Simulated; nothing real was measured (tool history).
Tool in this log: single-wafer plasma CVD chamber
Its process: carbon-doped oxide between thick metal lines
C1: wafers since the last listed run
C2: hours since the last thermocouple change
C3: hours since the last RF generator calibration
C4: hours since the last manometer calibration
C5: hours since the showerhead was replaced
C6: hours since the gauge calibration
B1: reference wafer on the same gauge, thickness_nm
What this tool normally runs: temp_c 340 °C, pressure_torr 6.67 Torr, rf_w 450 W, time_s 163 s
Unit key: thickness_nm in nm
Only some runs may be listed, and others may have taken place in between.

{"run": 1, "hour": 0.0, "temp_c": 340, "pressure_torr": 6.67, "rf_w": 450, "time_s": 163, "C1": 0, "C2": 2136.7, "C3": 1624.4, "C4": 2914.8, "C5": 3558.2, "C6": 171.3, "B1": 862.123, "thickness_nm": 900.117}
{"run": 2, "hour": 82.2, "temp_c": 340, "pressure_torr": 6.67, "rf_w": 450, "time_s": 163, "C1": 833, "C2": 2218.9, "C3": 1706.6, "C4": 2997.0, "C5": 3640.4, "C6": 253.5, "B1": 861.999, "thickness_nm": 899.514}
{"run": 3, "hour": 124.7, "temp_c": 340, "pressure_torr": 6.28, "rf_w": 450, "time_s": 163, "C1": 431, "C2": 2261.4, "C3": 1749.1, "C4": 3039.5, "C5": 3682.9, "C6": 296.0, "B1": 860.99, "thickness_nm": 897.59}
{"run": 4, "hour": 182.5, "temp_c": 340, "pressure_torr": 6.28, "rf_w": 450, "time_s": 163, "C1": 586, "C2": 2319.2, "C3": 1806.9, "C4": 3097.3, "C5": 3740.7, "C6": 353.8, "B1": 862.161, "thickness_nm": 898.36}
{"run": 5, "hour": 243.5, "temp_c": 340, "pressure_torr": 6.67, "rf_w": 450, "time_s": 163, "C1": 618, "C2": 2380.2, "C3": 1867.9, "C4": 3158.3, "C5": 3801.7, "C6": 414.8, "B1": 861.234, "thickness_nm": 902.279}
{"run": 6, "hour": 292.8, "temp_c": 340, "pressure_torr": 6.67, "rf_w": 450, "time_s": 163, "C1": 500, "C2": 2429.5, "C3": 1917.2, "C4": 3207.6, "C5": 3851.0, "C6": 464.1, "B1": 861.831, "thickness_nm": 901.184}
{"run": 7, "hour": 329.0, "temp_c": 340, "pressure_torr": 6.67, "rf_w": 450, "time_s": 163, "C1": 367, "C2": 2465.7, "C3": 1953.4, "C4": 3243.8, "C5": 3887.2, "C6": 500.3, "B1": 861.213, "thickness_nm": 901.753}
{"hour": 352.5, "done": "RF generator calibrated"}
{"run": 8, "hour": 371.6, "temp_c": 340, "pressure_torr": 7.84, "rf_w": 450, "time_s": 163, "C1": 350, "C2": 2508.3, "C3": 19.1, "C4": 3286.4, "C5": 3929.8, "C6": 542.9, "B1": 862.771, "thickness_nm": 889.761}
{"hour": 382.4, "done": "capacitance manometer re-zeroed and calibrated"}
{"run": 9, "hour": 418.3, "temp_c": 340, "pressure_torr": 7.84, "rf_w": 450, "time_s": 163, "C1": 392, "C2": 2555.0, "C3": 65.8, "C4": 35.9, "C5": 3976.5, "C6": 589.6, "B1": 862.067, "thickness_nm": 889.832}
{"hour": 466.1, "done": "gauge calibrated"}
{"run": 10, "hour": 489.1, "temp_c": 340, "pressure_torr": 7.84, "rf_w": 450, "time_s": 163, "C1": 718, "C2": 2625.8, "C3": 136.6, "C4": 106.7, "C5": 4047.3, "C6": 23.0, "B1": 862.746, "thickness_nm": 884.072}
{"hour": 509.2, "done": "RF generator calibrated, repeated, since the last time left the tool worse"}
{"hour": 515.7, "done": "showerhead replaced"}
{"hour": 534.7, "done": "thermocouple changed; heater temperature recalibrated"}
{"run": 11, "hour": 555.3, "temp_c": 350, "pressure_torr": 6.67, "rf_w": 450, "time_s": 163, "C1": 443, "C2": 20.6, "C3": 46.1, "C4": 172.9, "C5": 39.6, "C6": 89.2, "B1": 863.102, "thickness_nm": 901.016}
{"run": 12, "hour": 597.3, "temp_c": 340, "pressure_torr": 7.74, "rf_w": 450, "time_s": 163, "C1": 425, "C2": 62.6, "C3": 88.1, "C4": 214.9, "C5": 81.6, "C6": 131.2, "B1": 862.582, "thickness_nm": 929.196}
{"run": 13, "hour": 633.9, "temp_c": 340, "pressure_torr": 7.34, "rf_w": 510, "time_s": 163, "C1": 371, "C2": 99.2, "C3": 124.7, "C4": 251.5, "C5": 118.2, "C6": 167.8, "B1": 861.933, "thickness_nm": 1033.313}
{"run": 14, "hour": 701.0, "temp_c": 340, "pressure_torr": 6.67, "rf_w": 405, "time_s": 163, "C1": 680, "C2": 166.3, "C3": 191.8, "C4": 318.6, "C5": 185.3, "C6": 234.9, "B1": 861.909, "thickness_nm": 829.827}
{"run": 15, "hour": 730.6, "temp_c": 340, "pressure_torr": 5.45, "rf_w": 450, "time_s": 163, "C1": 300, "C2": 195.9, "C3": 221.4, "C4": 348.2, "C5": 214.9, "C6": 264.5, "B1": 861.432, "thickness_nm": 917.219}
{"run": 16, "hour": 789.4, "temp_c": 340, "pressure_torr": 6.67, "rf_w": 450, "time_s": 163, "C1": 596, "C2": 254.7, "C3": 280.2, "C4": 407.0, "C5": 273.7, "C6": 323.3, "B1": 862.52, "thickness_nm": 924.749}
{"run": 17, "hour": 837.6, "temp_c": 340, "pressure_torr": 6.67, "rf_w": 450, "time_s": 154, "C1": 488, "C2": 302.9, "C3": 328.4, "C4": 455.2, "C5": 321.9, "C6": 371.5, "B1": 861.36, "thickness_nm": 875.827}
{"run": 18, "hour": 897.5, "temp_c": 328, "pressure_torr": 7.46, "rf_w": 410, "time_s": 149, "C1": 607, "C2": 362.8, "C3": 388.3, "C4": 515.1, "C5": 381.8, "C6": 431.4, "B1": 861.708, "thickness_nm": 793.143}
{"run": 19, "hour": 951.7, "temp_c": 329, "pressure_torr": 7.14, "rf_w": 450, "time_s": 163, "C1": 549, "C2": 417.0, "C3": 442.5, "C4": 569.3, "C5": 436.0, "C6": 485.6, "B1": 861.843, "thickness_nm": 945.951}
{"run": 20, "hour": 1014.6, "temp_c": 347, "pressure_torr": 6.67, "rf_w": 375, "time_s": 182, "C1": 637, "C2": 479.9, "C3": 505.4, "C4": 632.2, "C5": 498.9, "C6": 548.5, "B1": 862.08, "thickness_nm": 825.24}
{"run": 21, "hour": 1062.3, "temp_c": 340, "pressure_torr": 7.84, "rf_w": 450, "time_s": 163, "C1": 483, "C2": 527.6, "C3": 553.1, "C4": 679.9, "C5": 546.6, "C6": 596.2, "B1": 860.304, "thickness_nm": 923.88}

Measured result minus the same run's result without the hidden state. Both carry the same run-to-run variation, though not necessarily the same gauge scatter:
Unlogged tool condition in this case: wafer temperature above the value expected at the setpoint (K); delivered RF power above the setpoint (%); true pressure above the setpoint (%); gauge reads high (%).
run=1 thickness_nm=-20.566
run=2 thickness_nm=-21.620
run=3 thickness_nm=-22.125
run=4 thickness_nm=-22.896
run=5 thickness_nm=-23.794
run=6 thickness_nm=-24.411
run=7 thickness_nm=-24.902
run=8 thickness_nm=-44.665
run=9 thickness_nm=-45.306
run=10 thickness_nm=-45.976
run=11 thickness_nm=-1.540
run=12 thickness_nm=-2.123
run=13 thickness_nm=-2.429
run=14 thickness_nm=-3.080
run=15 thickness_nm=-3.779
run=16 thickness_nm=-4.561
run=17 thickness_nm=-4.903
run=18 thickness_nm=-5.098
run=19 thickness_nm=-6.792
run=20 thickness_nm=-6.940
run=21 thickness_nm=-8.055
